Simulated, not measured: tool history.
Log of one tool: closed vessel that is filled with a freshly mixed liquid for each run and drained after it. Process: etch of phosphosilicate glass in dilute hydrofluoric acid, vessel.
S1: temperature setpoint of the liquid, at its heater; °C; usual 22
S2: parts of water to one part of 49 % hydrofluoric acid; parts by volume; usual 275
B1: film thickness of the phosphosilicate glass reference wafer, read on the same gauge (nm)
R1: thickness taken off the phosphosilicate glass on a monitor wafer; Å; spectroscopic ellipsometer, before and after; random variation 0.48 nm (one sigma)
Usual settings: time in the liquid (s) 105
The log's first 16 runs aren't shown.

run 17 hour=394.7 | S1=19.5 S2=390 time_in_the_liquid_(s)=170 | B1=80.04 | R1=594.4
run 18 hour=430 | S1=25.5 S2=360 time_in_the_liquid_(s)=75 | B1=80 | R1=356.3
run 19 hour=521 | S1=19.5 S2=365 time_in_the_liquid_(s)=135 | B1=80.01 | R1=530.2
run 20 hour=538.4 | S1=24.5 S2=355 time_in_the_liquid_(s)=105 | B1=80 | R1=501.9
run 21 hour=571.5 | S1=22 S2=275 time_in_the_liquid_(s)=145 | B1=80.01 | R1=887.5
-- hour=587.6 hydrofluoric acid flow meter replaced
-- hour=593.8 thermometer replaced
-- hour=595.5 gauge calibrated
run 22 hour=597.2 | S1=23.5 S2=175 time_in_the_liquid_(s)=105 | B1=80.01 | R1=1099.7
run 23 hour=621.9 | S1=25 S2=275 time_in_the_liquid_(s)=165 | B1=79.98 | R1=1038.2
run 24 hour=643.2 | S1=17.5 S2=275 time_in_the_liquid_(s)=65 | B1=80.01 | R1=316
run 25 hour=667.3 | S1=22 S2=275 time_in_the_liquid_(s)=55 | B1=79.99 | R1=310.1
run 26 hour=694.8 | S1=25 S2=365 time_in_the_liquid_(s)=135 | B1=80.01 | R1=591.4
run 27 hour=718.2 | S1=22 S2=275 time_in_the_liquid_(s)=105 | B1=79.97 | R1=607.1
run 28 hour=746.3 | S1=22 S2=275 time_in_the_liquid_(s)=105 | B1=79.97 | R1=607.3
run 29 hour=793.4 | S1=22 S2=275 time_in_the_liquid_(s)=105 | B1=79.99 | R1=611.3
run 30 hour=807.9 | S1=17.5 S2=275 time_in_the_liquid_(s)=55 | B1=80 | R1=272.5
run 31 hour=824.3 | S1=25 S2=205 time_in_the_liquid_(s)=125 | B1=80 | R1=1191.8
run 32 hour=849.7 | S1=26 S2=215 time_in_the_liquid_(s)=85 | B1=79.98 | R1=784.2

Forecast each of these 4 alternatives for the next run:
run A hour=850.4 | S1=22 S2=195 time_in_the_liquid_(s)=105 | B1=? | R1=?
run B hour=850.4 | S1=26.5 S2=405 time_in_the_liquid_(s)=75 | B1=? | R1=?
run C hour=850.4 | S1=23.5 S2=225 time_in_the_liquid_(s)=105 | B1=? | R1=?
run D hour=850.4 | S1=26.5 S2=275 time_in_the_liquid_(s)=105 | B1=? | R1=?

run=A B1=80.02 R1=937.7
run=B B1=80.02 R1=304.8
run=C B1=80.02 R1=831.9
run=D B1=80.02 R1=716.6
Without the tool's hidden state the same runs would have given:
run=A R1=900.7
run=B R1=294.7
run=C R1=800.2
run=D R1=691
